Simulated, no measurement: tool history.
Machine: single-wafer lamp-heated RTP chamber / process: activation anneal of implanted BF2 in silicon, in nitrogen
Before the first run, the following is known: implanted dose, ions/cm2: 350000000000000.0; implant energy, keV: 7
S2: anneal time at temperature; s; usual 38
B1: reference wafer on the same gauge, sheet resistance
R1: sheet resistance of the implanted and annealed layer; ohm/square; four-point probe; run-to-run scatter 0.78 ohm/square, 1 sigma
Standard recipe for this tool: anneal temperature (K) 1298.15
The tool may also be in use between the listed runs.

run 1 hour=0.0 | anneal_temperature_(K)=1298.15 S2=38 | B1=369.81 | R1=365.18
run 2 hour=49.3 | anneal_temperature_(K)=1298.15 S2=38 | B1=369.90 | R1=365.26
run 3 hour=73.8 | anneal_temperature_(K)=1298.15 S2=50 | B1=369.95 | R1=354.32
run 4 hour=125.8 | anneal_temperature_(K)=1298.15 S2=38 | B1=369.81 | R1=362.31
-- hour=159.8 reflector plate cleaned
run 5 hour=171.0 | anneal_temperature_(K)=1298.15 S2=38 | B1=370.17 | R1=360.72
run 6 hour=240.1 | anneal_temperature_(K)=1298.15 S2=38 | B1=370.07 | R1=361.11
run 7 hour=306.6 | anneal_temperature_(K)=1319.15 S2=38 | B1=370.09 | R1=337.59
run 8 hour=341.4 | anneal_temperature_(K)=1298.15 S2=38 | B1=370.20 | R1=358.55
-- hour=366.9 pyrometer window cleaned and pyrometer calibrated
run 9 hour=391.4 | anneal_temperature_(K)=1298.15 S2=38 | B1=370.19 | R1=366.37
run 10 hour=549.3 | anneal_temperature_(K)=1298.15 S2=38 | B1=369.82 | R1=363.74
run 11 hour=590.2 | anneal_temperature_(K)=1298.15 S2=38 | B1=370.08 | R1=362.50
run 12 hour=621.1 | anneal_temperature_(K)=1298.15 S2=38 | B1=370.37 | R1=362.98
run 13 hour=652.6 | anneal_temperature_(K)=1269.15 S2=30 | B1=369.94 | R1=405.06
run 14 hour=701.0 | anneal_temperature_(K)=1286.15 S2=24 | B1=370.16 | R1=390.42
run 15 hour=738.8 | anneal_temperature_(K)=1319.15 S2=38 | B1=370.14 | R1=338.58
-- hour=751.3 reflector plate cleaned
run 16 hour=781.2 | anneal_temperature_(K)=1268.15 S2=23 | B1=370.12 | R1=414.99
-- hour=907.7 pyrometer window cleaned and pyrometer calibrated
run 17 hour=994.5 | anneal_temperature_(K)=1312.15 S2=57 | B1=369.91 | R1=334.81
run 18 hour=1064.5 | anneal_temperature_(K)=1298.15 S2=38 | B1=370.25 | R1=364.26
-- hour=1074.2 gauge calibrated
run 19 hour=1128.7 | anneal_temperature_(K)=1298.15 S2=28 | B1=369.94 | R1=372.44
run 20 hour=1172.8 | anneal_temperature_(K)=1276.15 S2=25 | B1=369.98 | R1=404.53
run 21 hour=1226.1 | anneal_temperature_(K)=1324.15 S2=16 | B1=369.90 | R1=361.73
run 22 hour=1273.5 | anneal_temperature_(K)=1311.15 S2=18 | B1=370.26 | R1=370.26
-- hour=1317.1 reflector plate cleaned
run 23 hour=1325.5 | anneal_temperature_(K)=1273.15 S2=48 | B1=370.05 | R1=382.96
run 24 hour=1353.7 | anneal_temperature_(K)=1298.15 S2=38 | B1=370.05 | R1=360.21
run 25 hour=1408.1 | anneal_temperature_(K)=1298.15 S2=38 | B1=369.94 | R1=360.23
run 26 hour=1475.3 | anneal_temperature_(K)=1285.15 S2=38 | B1=370.00 | R1=375.29
-- hour=1534.2 pyrometer window cleaned and pyrometer calibrated
run 27 hour=1623.5 | anneal_temperature_(K)=1325.15 S2=19 | B1=369.73 | R1=358.34
run 28 hour=1749.2 | anneal_temperature_(K)=1298.15 S2=38 | B1=370.02 | R1=363.77
run 29 hour=1794.5 | anneal_temperature_(K)=1277.15 S2=24 | B1=370.02 | R1=404.35
run 30 hour=1843.3 | anneal_temperature_(K)=1327.15 S2=45 | B1=369.83 | R1=329.75
-- hour=1888.7 reflector plate cleaned
run 31 hour=1889.2 | anneal_temperature_(K)=1280.15 S2=30 | B1=369.79 | R1=392.55
run 32 hour=1909.3 | anneal_temperature_(K)=1278.15 S2=50 | B1=369.84 | R1=376.52
run 33 hour=1950.5 | anneal_temperature_(K)=1324.15 S2=38 | B1=369.84 | R1=334.83
run 34 hour=2013.2 | anneal_temperature_(K)=1274.15 S2=29 | B1=369.93 | R1=398.95
run 35 hour=2072.7 | anneal_temperature_(K)=1311.15 S2=38 | B1=369.87 | R1=343.77
-- hour=2125.0 pyrometer window cleaned and pyrometer calibrated
run 36 hour=2245.6 | anneal_temperature_(K)=1313.15 S2=30 | B1=370.18 | R1=354.64

Some steps in R1, run to run, broken into two amounts with sign: the step expected even without the hidden condition (settings, incoming material, random variation), and the rest, left for the hidden condition together with whatever gauge scatter is not in both the measured and the hidden-condition-free result:
The tool's hidden condition here consists of: true wafer temperature minus pyrometer reading, K; wafer temperature error from the tarnished reflector plate, K; gauge reads high (%).
Run 8 -> 9: pyrometer window cleaned and pyrometer calibrated. R1 +7.82 ohm/square: hidden state +7.27, all else +0.55.
Run 15 -> 16: anneal temperature (K) 1319.15 -> 1268.15, S2 38 -> 23, reflector plate cleaned. R1 +76.41 ohm/square: hidden state -3.95, all else +80.36.
Run 16 -> 17: anneal temperature (K) 1268.15 -> 1312.15, S2 23 -> 57, pyrometer window cleaned and pyrometer calibrated. R1 -80.18 ohm/square: hidden state +7.39, all else -87.57.
Run 26 -> 27: anneal temperature (K) 1285.15 -> 1325.15, S2 38 -> 19, pyrometer window cleaned and pyrometer calibrated. R1 -16.95 ohm/square: hidden state +6.97, all else -23.92.
Run 29 -> 30: anneal temperature (K) 1277.15 -> 1327.15, S2 24 -> 45. R1 -74.60 ohm/square: hidden state +2.17, all else -76.77.

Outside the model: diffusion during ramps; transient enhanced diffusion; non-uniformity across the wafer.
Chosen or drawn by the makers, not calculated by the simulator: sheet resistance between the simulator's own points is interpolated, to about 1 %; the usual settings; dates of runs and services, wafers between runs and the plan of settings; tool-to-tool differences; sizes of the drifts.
